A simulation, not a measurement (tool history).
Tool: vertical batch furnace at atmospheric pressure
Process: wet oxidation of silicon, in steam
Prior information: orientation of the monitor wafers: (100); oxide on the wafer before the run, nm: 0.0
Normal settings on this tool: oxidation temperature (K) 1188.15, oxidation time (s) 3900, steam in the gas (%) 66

run    hour  oxidation temperature (K)  oxidation time (s)  steam in the gas (%)  wafers since the last listed run  hours since the last temperature calibration  hours since the steam generator was serviced  hours since the gauge calibration  read-back reference wafer on the same gauge, thickness  oxide thickness on the monitor wafer (Å)
  1     0.0                    1188.15                2880                    66                                 0                                         927.7                                         713.6                             1314.5                                                  135.00                                    1046.9
  2    67.2                    1188.15                2880                    66                               957                                         994.9                                         780.8                             1381.7                                                  135.05                                    1031.4
  3   169.8                    1188.15                2880                    66                              1462                                        1097.5                                         883.4                             1484.3                                                  135.00                                    1038.4
  4   272.2                    1201.15                3900                    66                              1459                                        1199.9                                         985.8                             1586.7                                                  134.95                                    1582.9
  5   349.8                    1188.15                3900                    66                              1106                                        1277.5                                        1063.4                             1664.3                                                  134.96                                    1364.6
  6   418.5                    1188.15                2370                    66                               979                                        1346.2                                        1132.1                             1733.0                                                  135.08                                     863.6
  7   501.7                    1188.15                2370                    66                              1185                                        1429.4                                        1215.3                             1816.2                                                  135.00                                     859.7
  8   606.5                    1188.15                2370                    66                              1493                                        1534.2                                        1320.1                             1921.0                                                  135.01                                     857.3
  9   703.1                    1188.15                3900                    66                              1376                                        1630.8                                        1416.7                             2017.6                                                  135.05                                    1353.6
 10   837.2                    1188.15                3900                    66                              1911                                        1764.9                                        1550.8                             2151.7                                                  134.95                                    1341.9
      899.4  -- gauge calibrated
      917.2  -- thermocouples replaced and temperature profile calibrated
 11   923.6                    1188.15                3900                    66                               889                                           6.4                                        1637.2                               24.2                                                  134.98                                    1353.4
 12   987.3                    1188.15                3900                    66                               907                                          70.1                                        1700.9                               87.9                                                  135.00                                    1352.4
 13  1303.3                    1188.15                3900                    66                              4504                                         386.1                                        2016.9                              403.9                                                  135.00                                    1357.2
 14  1360.6                    1200.15                3900                    66                               816                                         443.4                                        2074.2                              461.2                                                  135.06                                    1529.2
 15  1413.4                    1200.15                3900                    66                               752                                         496.2                                        2127.0                              514.0                                                  134.98                                    1546.4
 16  1498.7                    1200.15                3900                    66                              1215                                         581.5                                        2212.3                              599.3                                                  135.00                                    1544.7
 17  1586.0                    1188.15                5370                    76                              1244                                         668.8                                        2299.6                              686.6                                                  134.99                                    2020.0
 18  1745.3                    1188.15                3360                    66                              2270                                         828.1                                        2458.9                              845.9                                                  134.88                                    1173.1
 19  1782.4                    1188.15                3900                    66                               528                                         865.2                                        2496.0                              883.0                                                  135.05                                    1342.4
 20  1883.7                    1188.15                3900                    56                              1443                                         966.5                                        2597.3                              984.3                                                  135.13                                    1152.8
 21  2113.8                    1188.15                4470                    61                              3279                                        1196.6                                        2827.4                             1214.4                                                  134.98                                    1399.2
     2160.7  -- steam generator serviced
 22  2216.0                    1188.15                4560                    58                              1114                                        1298.8                                          55.3                             1316.6                                                  134.98                                    1438.9
 23  2307.6                    1188.15                2310                    62                              1305                                        1390.4                                         146.9                             1408.2                                                  135.12                                     817.7
 24  2390.7                    1188.15                3900                    66                              1184                                        1473.5                                         230.0                             1491.3                                                  135.04                                    1379.3
 25  2431.9                    1188.15                4530                    62                               587                                        1514.7                                         271.2                             1532.5                                                  135.14                                    1502.4
 26  2519.3                    1188.15                3900                    66                              1245                                        1602.1                                         358.6                             1619.9                                                  134.99                                    1393.1
 27  2623.2                    1188.15                2070                    66                              1480                                        1706.0                                         462.5                             1723.8                                                  135.06                                     777.8
 28  2695.5                    1188.15                3900                    66                              1030                                        1778.3                                         534.8                             1796.1                                                  135.03                                    1378.9
 29  2763.2                    1188.15                3900                    66                               964                                        1846.0                                         602.5                             1863.8                                                  134.98                                    1369.9
 30  2865.8                    1188.15                5820                    58                              1462                                        1948.6                                         705.1                             1966.4                                                  134.96                                    1748.2
 31  2919.3                    1171.15                3900                    66                               762                                        2002.1                                         758.6                             2019.9                                                  134.87                                    1075.4
     2944.9  -- thermocouples replaced and temperature profile calibrated
 32  2971.5                    1201.15                4530                    66                               401                                          26.6                                         810.8                             2072.1                                                  134.96                                    1795.5

Each row is a separate what-if for the run after 32, all from the same tool condition, not one after another. Results?
  A  2975.8                    1207.15                3900                    66                                61                                          30.9                                         815.1                             2076.4                                                       ?                                         ?
  B  2975.8                    1188.15                2310                    70                                61                                          30.9                                         815.1                             2076.4                                                       ?                                         ?
  C  2975.8                    1169.15                2730                    69                                61                                          30.9                                         815.1                             2076.4                                                       ?                                         ?
  D  2975.8                    1188.15                4920                    66                                61                                          30.9                                         815.1                             2076.4                                                       ?                                         ?
  E  2975.8                    1171.15                2010                    57                                61                                          30.9                                         815.1                             2076.4                                                       ?                                         ?

run  read-back reference wafer on the same gauge, thickness  oxide thickness on the monitor wafer (Å)
  A                                                  134.96                                    1695.3
  B                                                  134.96                                     894.6
  C                                                  134.96                                     783.5
  D                                                  134.96                                    1674.2
  E                                                  134.96                                     504.2
Take away the tool's hidden state, keep each run's random variation, and the runs would have read:
run  oxide thickness on the monitor wafer (Å)
  A                                    1753.2
  B                                     927.6
  C                                     813.0
  D                                    1732.5
  E                                     523.5
